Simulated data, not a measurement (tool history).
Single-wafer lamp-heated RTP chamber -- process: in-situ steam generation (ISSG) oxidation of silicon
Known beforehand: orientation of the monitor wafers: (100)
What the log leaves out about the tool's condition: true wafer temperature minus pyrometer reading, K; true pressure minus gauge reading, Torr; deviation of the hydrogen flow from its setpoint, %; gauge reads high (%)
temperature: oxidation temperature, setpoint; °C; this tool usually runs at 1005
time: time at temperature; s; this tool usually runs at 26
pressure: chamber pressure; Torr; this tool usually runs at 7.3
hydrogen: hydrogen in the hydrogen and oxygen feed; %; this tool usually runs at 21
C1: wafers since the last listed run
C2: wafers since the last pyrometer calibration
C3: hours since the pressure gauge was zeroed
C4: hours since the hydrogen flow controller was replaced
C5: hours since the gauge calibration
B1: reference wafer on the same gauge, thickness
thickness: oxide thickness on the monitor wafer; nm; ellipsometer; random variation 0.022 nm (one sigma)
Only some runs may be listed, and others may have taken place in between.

{"run": 1, "day": 0.0, "temperature": 1005, "time": 26, "pressure": 7.3, "hydrogen": 21, "C1": 0, "C2": 3126, "C3": 2230.2, "C4": 3694.2, "C5": 1916.9, "B1": 7.009, "thickness": 6.486}
{"run": 2, "day": 4.404, "temperature": 1005, "time": 23, "pressure": 7.3, "hydrogen": 21, "C1": 680, "C2": 3807, "C3": 2335.9, "C4": 3799.9, "C5": 2022.6, "B1": 7.008, "thickness": 6.149}
{"run": 3, "day": 7.975, "temperature": 1005, "time": 23, "pressure": 7.3, "hydrogen": 21, "C1": 552, "C2": 4359, "C3": 2421.6, "C4": 3885.6, "C5": 2108.3, "B1": 7.01, "thickness": 6.106}
{"run": 4, "day": 11.221, "temperature": 1005, "time": 26, "pressure": 6.9, "hydrogen": 21, "C1": 501, "C2": 4861, "C3": 2499.5, "C4": 3963.5, "C5": 2186.2, "B1": 7.005, "thickness": 6.515}
{"day": 12.3, "done": "gauge calibrated"}
{"run": 5, "day": 15.533, "temperature": 1005, "time": 26, "pressure": 6.9, "hydrogen": 21, "C1": 666, "C2": 5528, "C3": 2603, "C4": 4067, "C5": 77.6, "B1": 7.009, "thickness": 6.54}
{"run": 6, "day": 17.979, "temperature": 1005, "time": 26, "pressure": 7.3, "hydrogen": 15, "C1": 378, "C2": 5906, "C3": 2661.7, "C4": 4125.7, "C5": 136.3, "B1": 7.011, "thickness": 6.131}
{"run": 7, "day": 20.921, "temperature": 1005, "time": 26, "pressure": 7.3, "hydrogen": 15, "C1": 454, "C2": 6361, "C3": 2732.3, "C4": 4196.3, "C5": 206.9, "B1": 7.015, "thickness": 6.116}
{"day": 21.65, "done": "pyrometer window cleaned and pyrometer calibrated"}
{"run": 8, "day": 23.75, "temperature": 1005, "time": 26, "pressure": 7.3, "hydrogen": 15, "C1": 385, "C2": 324, "C3": 2800.2, "C4": 4264.2, "C5": 274.8, "B1": 7.013, "thickness": 6.289}
{"run": 9, "day": 26.6, "temperature": 1019, "time": 33, "pressure": 7.3, "hydrogen": 21, "C1": 440, "C2": 764, "C3": 2868.6, "C4": 4332.6, "C5": 343.2, "B1": 7.009, "thickness": 8.225}
{"run": 10, "day": 28.6, "temperature": 994, "time": 26, "pressure": 7.3, "hydrogen": 21, "C1": 309, "C2": 1074, "C3": 2916.6, "C4": 4380.6, "C5": 391.2, "B1": 7.009, "thickness": 6.405}
{"run": 11, "day": 30.646, "temperature": 1000, "time": 26, "pressure": 7.3, "hydrogen": 30, "C1": 316, "C2": 1390, "C3": 2965.7, "C4": 4429.7, "C5": 440.3, "B1": 7.009, "thickness": 7.276}
{"run": 12, "day": 34.046, "temperature": 1005, "time": 23, "pressure": 7.3, "hydrogen": 21, "C1": 525, "C2": 1916, "C3": 3047.3, "C4": 4511.3, "C5": 521.9, "B1": 7.01, "thickness": 6.38}
{"run": 13, "day": 36.538, "temperature": 1005, "time": 26, "pressure": 7.3, "hydrogen": 25, "C1": 385, "C2": 2301, "C3": 3107.1, "C4": 4571.1, "C5": 581.7, "B1": 7.009, "thickness": 7.105}
{"day": 37.975, "done": "pyrometer window cleaned and pyrometer calibrated, repeated, since the last time left the tool worse"}
{"run": 14, "day": 38.904, "temperature": 1005, "time": 26, "pressure": 6.9, "hydrogen": 13, "C1": 314, "C2": 143, "C3": 3163.9, "C4": 4627.9, "C5": 638.5, "B1": 7.007, "thickness": 5.765}
{"day": 42.483, "done": "hydrogen flow controller replaced"}
{"run": 15, "day": 42.529, "temperature": 1021, "time": 26, "pressure": 8.1, "hydrogen": 16, "C1": 508, "C2": 652, "C3": 3250.9, "C4": 1.1, "C5": 725.5, "B1": 7.007, "thickness": 6.554}
{"day": 43.571, "done": "pressure gauge zeroed"}
{"run": 16, "day": 45.596, "temperature": 1019, "time": 26, "pressure": 7.3, "hydrogen": 21, "C1": 422, "C2": 1074, "C3": 48.6, "C4": 74.7, "C5": 799.1, "B1": 7.007, "thickness": 6.876}
{"run": 17, "day": 48.171, "temperature": 1000, "time": 18, "pressure": 7.9, "hydrogen": 30, "C1": 398, "C2": 1472, "C3": 110.4, "C4": 136.5, "C5": 860.9, "B1": 7.013, "thickness": 5.789}
{"run": 18, "day": 51.396, "temperature": 995, "time": 34, "pressure": 6.9, "hydrogen": 21, "C1": 498, "C2": 1971, "C3": 187.8, "C4": 213.9, "C5": 938.3, "B1": 7.011, "thickness": 7.034}
{"run": 19, "day": 55.496, "temperature": 1005, "time": 26, "pressure": 7.3, "hydrogen": 21, "C1": 633, "C2": 2605, "C3": 286.2, "C4": 312.3, "C5": 1036.7, "B1": 7.015, "thickness": 6.45}
{"run": 20, "day": 58.542, "temperature": 1005, "time": 26, "pressure": 7.3, "hydrogen": 21, "C1": 470, "C2": 3076, "C3": 359.3, "C4": 385.4, "C5": 1109.8, "B1": 7.005, "thickness": 6.477}
{"run": 21, "day": 60.317, "temperature": 999, "time": 29, "pressure": 8.4, "hydrogen": 21, "C1": 274, "C2": 3350, "C3": 401.9, "C4": 428, "C5": 1152.4, "B1": 7.017, "thickness": 6.655}
{"run": 22, "day": 62.533, "temperature": 1005, "time": 26, "pressure": 8.4, "hydrogen": 21, "C1": 342, "C2": 3693, "C3": 455.1, "C4": 481.2, "C5": 1205.6, "B1": 7.011, "thickness": 6.487}
{"run": 23, "day": 66.375, "temperature": 989, "time": 26, "pressure": 7.3, "hydrogen": 14, "C1": 593, "C2": 4287, "C3": 547.3, "C4": 573.4, "C5": 1297.8, "B1": 7.012, "thickness": 5.527}
{"run": 24, "day": 69.329, "temperature": 1005, "time": 23, "pressure": 6.9, "hydrogen": 26, "C1": 456, "C2": 4744, "C3": 618.2, "C4": 644.3, "C5": 1368.7, "B1": 7.009, "thickness": 6.5}
{"run": 25, "day": 73.229, "temperature": 1010, "time": 26, "pressure": 7.3, "hydrogen": 21, "C1": 602, "C2": 5346, "C3": 711.8, "C4": 737.9, "C5": 1462.3, "B1": 7.009, "thickness": 6.687}
{"day": 77.162, "done": "pyrometer window cleaned and pyrometer calibrated"}
{"run": 26, "day": 77.354, "temperature": 1005, "time": 26, "pressure": 7.3, "hydrogen": 21, "C1": 586, "C2": 29, "C3": 810.8, "C4": 836.9, "C5": 1561.3, "B1": 7.014, "thickness": 6.454}
{"run": 27, "day": 79.033, "temperature": 1005, "time": 35, "pressure": 6.9, "hydrogen": 21, "C1": 259, "C2": 289, "C3": 851.1, "C4": 877.2, "C5": 1601.6, "B1": 7.012, "thickness": 7.436}
{"run": 28, "day": 82.012, "temperature": 1005, "time": 26, "pressure": 7.3, "hydrogen": 28, "C1": 460, "C2": 749, "C3": 922.6, "C4": 948.7, "C5": 1673.1, "B1": 7.008, "thickness": 6.911}
{"run": 29, "day": 84.296, "temperature": 990, "time": 26, "pressure": 6.9, "hydrogen": 21, "C1": 352, "C2": 1102, "C3": 977.4, "C4": 1003.5, "C5": 1727.9, "B1": 7.015, "thickness": 6.033}
{"run": 30, "day": 88.492, "temperature": 1005, "time": 33, "pressure": 7.3, "hydrogen": 21, "C1": 648, "C2": 1751, "C3": 1078.1, "C4": 1104.2, "C5": 1828.6, "B1": 7.011, "thickness": 7.251}
{"run": 31, "day": 91.921, "temperature": 1005, "time": 26, "pressure": 7.3, "hydrogen": 12, "C1": 530, "C2": 2281, "C3": 1160.4, "C4": 1186.5, "C5": 1910.9, "B1": 7.009, "thickness": 5.71}

Here are 4 independent what-if runs from the current tool condition. What would each one return?
{"run": "A", "day": 91.942, "temperature": 1005, "time": 26, "pressure": 7.3, "hydrogen": 21, "C1": 3, "C2": 2284, "C3": 1160.9, "C4": 1187, "C5": 1911.4, "B1": "?", "thickness": "?"}
{"run": "B", "day": 91.942, "temperature": 1005, "time": 17, "pressure": 8.6, "hydrogen": 28, "C1": 3, "C2": 2284, "C3": 1160.9, "C4": 1187, "C5": 1911.4, "B1": "?", "thickness": "?"}
{"run": "C", "day": 91.942, "temperature": 1005, "time": 32, "pressure": 7.8, "hydrogen": 25, "C1": 3, "C2": 2284, "C3": 1160.9, "C4": 1187, "C5": 1911.4, "B1": "?", "thickness": "?"}
{"run": "D", "day": 91.942, "temperature": 997, "time": 26, "pressure": 6.9, "hydrogen": 13, "C1": 3, "C2": 2284, "C3": 1160.9, "C4": 1187, "C5": 1911.4, "B1": "?", "thickness": "?"}

run=A B1=7.008 thickness=6.472
run=B B1=7.008 thickness=5.662
run=C B1=7.008 thickness=7.489
run=D B1=7.008 thickness=5.591
Without the tool's unlogged condition, the same runs would have read:
run=A thickness=6.436
run=B thickness=5.634
run=C thickness=7.445
run=D thickness=5.561
